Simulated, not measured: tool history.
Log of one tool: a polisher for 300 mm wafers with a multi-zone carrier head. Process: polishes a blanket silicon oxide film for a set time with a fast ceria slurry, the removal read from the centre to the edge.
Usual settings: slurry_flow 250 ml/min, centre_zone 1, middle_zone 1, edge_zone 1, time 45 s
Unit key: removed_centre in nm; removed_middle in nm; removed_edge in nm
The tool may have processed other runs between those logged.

run	hour	slurry_flow	centre_zone	middle_zone	edge_zone	time	incoming thickness of the incoming film, nm	removed_centre	removed_middle	removed_edge
1	0	250	1	1	1	45	2639.5	569.5	632.8	629
2	11.7	250	1	1	1	45	2714.4	571.1	655.9	638.5
3	24.1	250	1	1	1	45	2678.4	569.5	634.1	647.4
# hour 34.9: edge zone pressure recalibrated
# hour 36.3: worn pad replaced by a new one
4	37.2	250	1	1	1	45	2671.6	568.2	643.5	630.1
5	43.8	250	1	1	1	45	2696.2	562.4	632.8	662.1
6	61.5	250	1	1	1	45	2653.7	576.1	637.3	637.8
7	77.5	250	1	1	0.91	45	2620.8	561.1	634	628.1
8	86.7	250	1	1	0.91	45	2686.7	548.3	642.6	632.7
9	101.5	305	1.04	1	1	45	2713.7	601	648.9	671.6
10	111.6	250	1	1	1.05	45	2615.4	562.2	637.4	677.3
11	119.2	250	0.92	1	1	35	2651.6	399.5	492.5	511.2
# hour 120.3: slurry nozzle cleaned
12	134.7	250	1	1	1	45	2733.2	565.1	642.1	639.2
13	148.8	250	1.09	0.92	1	45	2635.8	619	601.7	625.9
# hour 157.5: carrier head's membrane replaced by a new one
# hour 164.2: centre zone pressure recalibrated
# hour 167.2: worn pad replaced by a new one
14	167.7	285	1	1	1	58	2681	853.5	854.1	837
15	168.9	250	1	1	1	41	2647.8	593.8	574.3	596.1
16	182.2	250	1	1	1.04	54	2654.4	750.5	763.2	789
17	192.4	250	1	1	1	45	2657.6	632.9	635	651.7
18	204.6	225	0.96	1	1	45	2638.8	587	630.7	641.8
19	217.9	195	1.11	1	1.04	45	2636.6	675.1	611.6	632

What does the tool deliver on the next run?
20	234.9	250	1	1	1	60	2699.9	?	?	?

removed_centre: 834.6 nm
removed_middle: 857.6 nm
removed_edge: 863.2 nm
Were there no unlogged condition in the tool, this run, its random variation unchanged, would have produced removed_centre 876.7 nm, removed_middle 857.4 nm, removed_edge 863.2 nm.
